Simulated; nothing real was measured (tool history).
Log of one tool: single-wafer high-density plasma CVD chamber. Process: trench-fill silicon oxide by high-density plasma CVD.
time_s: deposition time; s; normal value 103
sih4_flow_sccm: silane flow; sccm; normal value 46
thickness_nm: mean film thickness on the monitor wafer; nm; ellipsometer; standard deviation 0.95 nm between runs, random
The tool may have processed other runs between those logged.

run,hour,time_s,sih4_flow_sccm,"read-back reference wafer on the same gauge, thickness_nm",thickness_nm
1,0.0,103,46,440.220,423.978
2,15.4,103,46,439.878,424.029
3,63.8,103,46,440.029,424.813
4,78.0,103,40,440.119,367.955
5,87.8,103,40,439.922,368.847
6,100.8,103,40,439.834,369.372
7,108.0,103,46,440.057,422.919
8,114.9,103,46,439.990,423.056
9,130.2,103,46,440.008,422.294
10,143.4,103,46,439.938,422.574
11,149.8,103,46,440.233,423.230
12,158.0,103,46,440.176,424.020
13,170.9,103,41,439.876,377.174
14,183.0,103,41,440.067,377.506
15,195.6,103,46,440.172,422.816
# hour 210.1: silane flow controller replaced
16,211.9,103,46,440.113,447.137
17,218.7,103,46,440.014,446.492
18,228.4,96,39,439.902,353.596
19,244.0,121,40,440.066,457.569
20,250.7,111,39,439.939,407.917
21,264.2,121,39,439.953,445.721

Expected results for the next run?
22,287.0,103,46,?,?

Run 22 produced read-back reference wafer on the same gauge, thickness_nm 440.081, thickness_nm 447.379 nm.
The same run, on a tool lacking any hidden state, would have yielded thickness_nm 449.499 nm.

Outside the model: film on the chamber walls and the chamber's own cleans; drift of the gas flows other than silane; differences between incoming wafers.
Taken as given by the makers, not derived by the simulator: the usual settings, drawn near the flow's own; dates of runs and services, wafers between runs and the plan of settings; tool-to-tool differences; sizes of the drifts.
